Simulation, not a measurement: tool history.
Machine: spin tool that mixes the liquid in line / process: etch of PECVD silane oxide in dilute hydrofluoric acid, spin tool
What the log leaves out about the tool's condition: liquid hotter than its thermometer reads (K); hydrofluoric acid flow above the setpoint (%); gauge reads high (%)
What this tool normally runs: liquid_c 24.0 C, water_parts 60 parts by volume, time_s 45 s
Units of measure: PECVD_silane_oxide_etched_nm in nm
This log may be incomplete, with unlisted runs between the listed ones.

run,hour,liquid_c,water_parts,time_s,wafers since the last listed run,hours since the thermometer was replaced,hours since the hydrofluoric acid flow meter was replaced,hours since the gauge calibration,"read-back film thickness of the PECVD silane oxide reference wafer, read on the same gauge (nm)",PECVD_silane_oxide_etched_nm
1,0.0,24.0,60,45,0,192.0,1634.7,1038.9,39.98,38.99
2,35.0,24.0,60,45,310,227.0,1669.7,1073.9,39.95,38.79
3,56.1,24.0,60,45,186,248.1,1690.8,1095.0,40.02,39.10
4,76.3,24.0,60,50,178,268.3,1711.0,1115.2,40.02,43.34
5,90.7,24.0,60,50,127,282.7,1725.4,1129.6,40.06,43.21
6,107.3,24.0,60,50,147,299.3,1742.0,1146.2,40.04,43.36
7,123.0,24.0,60,45,139,315.0,1757.7,1161.9,40.00,39.16
8,143.6,24.0,60,45,182,335.6,1778.3,1182.5,39.99,38.94
9,230.8,24.0,60,45,772,422.8,1865.5,1269.7,39.98,38.90
10,253.9,24.0,60,45,204,445.9,1888.6,1292.8,39.99,39.29
11,266.7,24.0,60,45,113,458.7,1901.4,1305.6,39.98,39.12
# hour 285.2: gauge calibrated
12,300.7,24.0,60,45,301,492.7,1935.4,15.5,40.02,39.17
13,314.7,24.0,60,45,124,506.7,1949.4,29.5,40.02,39.07
14,331.1,24.0,60,45,145,523.1,1965.8,45.9,39.98,39.20
15,343.4,24.0,80,40,108,535.4,1978.1,58.2,39.99,25.48
16,361.4,24.0,60,45,159,553.4,1996.1,76.2,40.03,39.06
17,373.4,19.5,50,45,106,565.4,2008.1,88.2,40.00,39.42
18,386.3,27.0,85,25,114,578.3,2021.0,101.1,39.97,16.74
# hour 388.2: hydrofluoric acid flow meter replaced
19,422.2,26.5,80,25,309,614.2,34.0,137.0,39.99,16.77
20,441.5,21.5,70,45,171,633.5,53.3,156.3,40.03,28.87
21,468.1,20.5,75,45,235,660.1,79.9,182.9,40.00,25.58
22,491.3,19.5,60,45,205,683.3,103.1,206.1,40.00,31.37
23,505.9,21.0,60,65,129,697.9,117.7,220.7,39.96,47.95
24,527.7,28.5,45,60,193,719.7,139.5,242.5,39.95,81.50
25,556.3,28.5,35,30,253,748.3,168.1,271.1,40.03,53.42
26,580.3,24.0,60,45,212,772.3,192.1,295.1,40.01,37.59
# hour 586.8: thermometer replaced
27,601.0,29.0,60,45,174,14.2,212.8,315.8,40.00,45.80
28,707.4,24.0,60,35,942,120.6,319.2,422.2,40.00,29.52
29,792.2,25.5,50,45,751,205.4,404.0,507.0,40.01,48.94
30,826.5,21.5,60,55,303,239.7,438.3,541.3,39.99,41.69
31,861.7,24.0,45,45,311,274.9,473.5,576.5,39.97,51.72
32,891.8,24.0,60,45,266,305.0,503.6,606.6,40.07,37.87
33,912.1,24.0,60,45,179,325.3,523.9,626.9,39.99,37.74
34,928.1,25.5,50,20,141,341.3,539.9,642.9,40.01,21.74

Each row is a separate what-if for the run after 34, all from the same tool condition, not one after another. Results?
A,928.5,24.0,60,30,3,341.7,540.3,643.3,?,?
B,928.5,20.5,50,65,3,341.7,540.3,643.3,?,?
C,928.5,24.0,60,60,3,341.7,540.3,643.3,?,?

run,"read-back film thickness of the PECVD silane oxide reference wafer, read on the same gauge (nm)",PECVD_silane_oxide_etched_nm
A,40.06,25.32
B,40.06,57.64
C,40.06,50.64
With the hidden condition removed and each run's random variation left untouched, the same runs would have given:
run,PECVD_silane_oxide_etched_nm
A,24.95
B,56.79
C,49.90
